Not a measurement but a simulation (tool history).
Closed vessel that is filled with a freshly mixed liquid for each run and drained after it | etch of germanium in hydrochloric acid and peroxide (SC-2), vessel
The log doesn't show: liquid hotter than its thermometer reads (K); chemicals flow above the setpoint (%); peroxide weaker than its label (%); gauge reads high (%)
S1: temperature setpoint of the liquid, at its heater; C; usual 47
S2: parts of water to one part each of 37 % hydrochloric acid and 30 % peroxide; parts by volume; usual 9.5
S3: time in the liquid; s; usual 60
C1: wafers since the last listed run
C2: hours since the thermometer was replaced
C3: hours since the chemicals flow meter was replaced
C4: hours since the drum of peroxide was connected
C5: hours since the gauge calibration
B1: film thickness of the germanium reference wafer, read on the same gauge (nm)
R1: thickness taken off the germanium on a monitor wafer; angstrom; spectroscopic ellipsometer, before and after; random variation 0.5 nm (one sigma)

run,hour,S1,S2,S3,C1,C2,C3,C4,C5,B1,R1
1,0,47,9.5,60,0,665.6,600.4,509.9,1950.5,80.01,1680.8
2,49.6,47,9.5,60,4559,715.2,650,559.5,2000.1,80,1676.7
3,137.5,47,9.5,60,8080,803.1,737.9,647.4,2088,80.02,1682
4,232.9,47,9.5,60,8769,898.5,833.3,742.8,2183.4,80,1680.3
5,312.8,47,9.5,60,7344,978.4,913.2,822.7,2263.3,80.01,1684.6
6,417.1,47,9.5,60,9587,1082.7,1017.5,927,2367.6,80.03,1683.1
7,491.3,47,9.5,60,6820,1156.9,1091.7,1001.2,2441.8,79.99,1687.3
# hour 492.8: new drum of peroxide connected
8,567.9,47,9.5,60,6949,1233.5,1168.3,75.1,2518.4,79.99,1690.8
9,626.6,47,7,60,5395,1292.2,1227,133.8,2577.1,79.98,1723
10,732.1,47,7,60,9697,1397.7,1332.5,239.3,2682.6,80,1734.6
11,835.2,47,7,60,9477,1500.8,1435.6,342.4,2785.7,79.99,1741.6
# hour 916.6: chemicals flow meter replaced
12,921.4,47,9.5,60,7831,1587,4.8,428.6,2871.9,80.01,1710
13,1004.2,47,9.5,60,7611,1669.8,87.6,511.4,2954.7,79.99,1711.5
# hour 1050.4: thermometer replaced
14,1126.9,47,6.5,50,11187,76.5,210.3,634.1,3077.4,79.99,1420.3
# hour 1134.9: gauge calibrated
15,1217.7,47,9.5,60,8346,167.3,301.1,724.9,82.8,80.01,1670
16,1280.9,39,6,30,5809,230.5,364.3,788.1,146,80.02,654.5
17,1350.6,47,13,60,6407,300.2,434,857.8,215.7,79.99,1608.6
18,1505.9,47,11.5,60,14275,455.5,589.3,1013.1,371,80,1639.5
19,1569.5,50,9.5,30,5846,519.1,652.9,1076.7,434.6,79.98,921.1
20,1646.4,47,6.5,60,7068,596,729.8,1153.6,511.5,80,1716.5
21,1708.1,47,9.5,60,5671,657.7,791.5,1215.3,573.2,80,1685.1
# hour 1732.1: new drum of peroxide connected
22,1813.3,47,13.5,60,9578,762.9,896.7,81.2,678.4,80,1625.8
23,1876.8,47,9.5,80,5837,826.4,960.2,144.7,741.9,80,2238.5
24,2064.5,51,9.5,60,17254,1014.1,1147.9,332.4,929.6,79.98,1925.4

The next listed run, before its measurement:
25,2115.6,47,6.5,60,4697,1065.2,1199,383.5,980.7,?,?

B1: 79.99
R1: 1740 angstrom
Without the tool's hidden state the same run would have given R1 1690.9 angstrom.
